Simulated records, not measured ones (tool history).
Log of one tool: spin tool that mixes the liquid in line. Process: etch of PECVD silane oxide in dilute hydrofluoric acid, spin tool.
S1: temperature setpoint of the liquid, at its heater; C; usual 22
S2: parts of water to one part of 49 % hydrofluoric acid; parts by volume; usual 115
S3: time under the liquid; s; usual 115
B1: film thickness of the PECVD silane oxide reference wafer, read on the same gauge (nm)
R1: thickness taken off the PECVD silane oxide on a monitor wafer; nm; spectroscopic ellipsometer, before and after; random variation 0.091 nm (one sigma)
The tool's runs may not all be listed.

{"run": 1, "hour": 0.0, "S1": 20, "S2": 115, "S3": 115, "B1": 80.02, "R1": 13.31}
{"run": 2, "hour": 36.2, "S1": 22, "S2": 115, "S3": 150, "B1": 80, "R1": 18.62}
{"run": 3, "hour": 76.0, "S1": 22, "S2": 115, "S3": 150, "B1": 80, "R1": 18.84}
{"run": 4, "hour": 123.4, "S1": 22, "S2": 100, "S3": 115, "B1": 79.99, "R1": 16.8}
{"run": 5, "hour": 175.5, "S1": 22, "S2": 115, "S3": 115, "B1": 79.97, "R1": 14.47}
{"run": 6, "hour": 241.2, "S1": 22, "S2": 75, "S3": 115, "B1": 79.99, "R1": 23.53}
{"run": 7, "hour": 340.9, "S1": 22, "S2": 75, "S3": 115, "B1": 79.98, "R1": 23.2}
{"hour": 369.8, "done": "hydrofluoric acid flow meter replaced"}
{"run": 8, "hour": 384.9, "S1": 22, "S2": 115, "S3": 115, "B1": 80.01, "R1": 12.91}
{"hour": 408.5, "done": "gauge calibrated"}
{"run": 9, "hour": 451.9, "S1": 22, "S2": 115, "S3": 50, "B1": 80.01, "R1": 5.62}
{"run": 10, "hour": 490.9, "S1": 22, "S2": 115, "S3": 115, "B1": 80, "R1": 12.83}
{"run": 11, "hour": 556.1, "S1": 23.5, "S2": 65, "S3": 115, "B1": 80, "R1": 26}

The next listed run, before its measurement:
{"run": 12, "hour": 584.6, "S1": 25, "S2": 90, "S3": 95, "B1": "?", "R1": "?"}

B1: 80
R1: 15.72 nm
Without the tool's hidden state the same run would have given R1 15.42 nm.

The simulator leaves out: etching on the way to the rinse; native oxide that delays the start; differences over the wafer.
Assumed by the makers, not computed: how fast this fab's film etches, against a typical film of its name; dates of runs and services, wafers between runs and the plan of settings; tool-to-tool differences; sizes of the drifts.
